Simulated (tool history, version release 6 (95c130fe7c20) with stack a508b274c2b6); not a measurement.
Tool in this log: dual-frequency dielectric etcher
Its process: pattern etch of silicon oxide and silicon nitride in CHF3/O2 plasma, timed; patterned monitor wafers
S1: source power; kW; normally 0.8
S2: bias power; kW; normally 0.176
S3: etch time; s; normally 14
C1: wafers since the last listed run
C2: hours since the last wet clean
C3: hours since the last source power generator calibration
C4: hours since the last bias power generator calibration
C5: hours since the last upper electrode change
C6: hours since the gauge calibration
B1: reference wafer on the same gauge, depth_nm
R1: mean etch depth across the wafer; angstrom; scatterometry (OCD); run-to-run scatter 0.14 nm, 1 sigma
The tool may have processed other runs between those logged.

run 1 hour=0 | S1=0.8 S2=0.176 S3=14 | C1=0 C2=518.9 C3=1778.2 C4=1714.7 C5=3098.2 C6=2740 | B1=22.78 | R1=209.7
-- hour=27.5 wet clean of the chamber
run 2 hour=35.9 | S1=0.8 S2=0.176 S3=14 | C1=139 C2=8.4 C3=1814.1 C4=1750.6 C5=3134.1 C6=2775.9 | B1=22.74 | R1=220.3
run 3 hour=69.2 | S1=0.8 S2=0.176 S3=14 | C1=391 C2=41.7 C3=1847.4 C4=1783.9 C5=3167.4 C6=2809.2 | B1=22.78 | R1=218.6
run 4 hour=94.2 | S1=0.8 S2=0.15 S3=14 | C1=294 C2=66.7 C3=1872.4 C4=1808.9 C5=3192.4 C6=2834.2 | B1=22.73 | R1=210.9
-- hour=103.4 bias power generator calibrated
-- hour=109.9 gauge calibrated
run 5 hour=149.4 | S1=0.8 S2=0.15 S3=14 | C1=602 C2=121.9 C3=1927.6 C4=46 C5=3247.6 C6=39.5 | B1=22.83 | R1=211.4
run 6 hour=193.4 | S1=0.8 S2=0.15 S3=14 | C1=517 C2=165.9 C3=1971.6 C4=90 C5=3291.6 C6=83.5 | B1=22.79 | R1=209.9
run 7 hour=224.7 | S1=0.8 S2=0.176 S3=14 | C1=368 C2=197.2 C3=2002.9 C4=121.3 C5=3322.9 C6=114.8 | B1=22.82 | R1=216.4
run 8 hour=273.6 | S1=0.88 S2=0.154 S3=14 | C1=575 C2=246.1 C3=2051.8 C4=170.2 C5=3371.8 C6=163.7 | B1=22.83 | R1=215.4
run 9 hour=320.3 | S1=0.8 S2=0.176 S3=14 | C1=549 C2=292.8 C3=2098.5 C4=216.9 C5=3418.5 C6=210.4 | B1=22.8 | R1=217.1
-- hour=474.2 wet clean of the chamber
run 10 hour=494.5 | S1=0.8 S2=0.191 S3=11.5 | C1=1766 C2=20.3 C3=2272.7 C4=391.1 C5=3592.7 C6=384.6 | B1=22.83 | R1=185.7
run 11 hour=565.6 | S1=0.6 S2=0.195 S3=11.5 | C1=836 C2=91.4 C3=2343.8 C4=462.2 C5=3663.8 C6=455.7 | B1=22.88 | R1=171.7
run 12 hour=632.8 | S1=0.67 S2=0.176 S3=14 | C1=790 C2=158.6 C3=2411 C4=529.4 C5=3731 C6=522.9 | B1=22.91 | R1=207.8
run 13 hour=697.7 | S1=0.97 S2=0.139 S3=11 | C1=763 C2=223.5 C3=2475.9 C4=594.3 C5=3795.9 C6=587.8 | B1=22.77 | R1=170.8
run 14 hour=757.1 | S1=0.71 S2=0.196 S3=17.5 | C1=698 C2=282.9 C3=2535.3 C4=653.7 C5=3855.3 C6=647.2 | B1=22.87 | R1=264.3
run 15 hour=826.5 | S1=0.8 S2=0.196 S3=14 | C1=816 C2=352.3 C3=2604.7 C4=723.1 C5=3924.7 C6=716.6 | B1=22.82 | R1=218.9
-- hour=893.2 upper electrode replaced
run 16 hour=931.3 | S1=0.92 S2=0.176 S3=13 | C1=950 C2=457.1 C3=2709.5 C4=827.9 C5=38.1 C6=821.4 | B1=22.81 | R1=203.8
-- hour=964.2 wet clean of the chamber
run 17 hour=964.7 | S1=0.71 S2=0.152 S3=16.5 | C1=110 C2=0.5 C3=2742.9 C4=861.3 C5=71.5 C6=854.8 | B1=22.81 | R1=248.4
run 18 hour=990.4 | S1=0.8 S2=0.176 S3=14 | C1=302 C2=26.2 C3=2768.6 C4=887 C5=97.2 C6=880.5 | B1=22.86 | R1=218.9
-- hour=1036.3 source power generator calibrated
run 19 hour=1038 | S1=1 S2=0.133 S3=17.5 | C1=512 C2=73.8 C3=1.7 C4=934.6 C5=144.8 C6=928.1 | B1=22.85 | R1=277.8

Run 20, settings as shown, results not yet in. Your forecast:
run 20 hour=1063 | S1=0.8 S2=0.176 S3=14 | C1=294 C2=98.8 C3=26.7 C4=959.6 C5=169.8 C6=953.1 | B1=? | R1=?

Run 20 came out at B1 22.79, R1 217 angstrom.
Were there no unlogged condition in the tool, this run, its random variation unchanged, would have produced R1 219.1 angstrom.
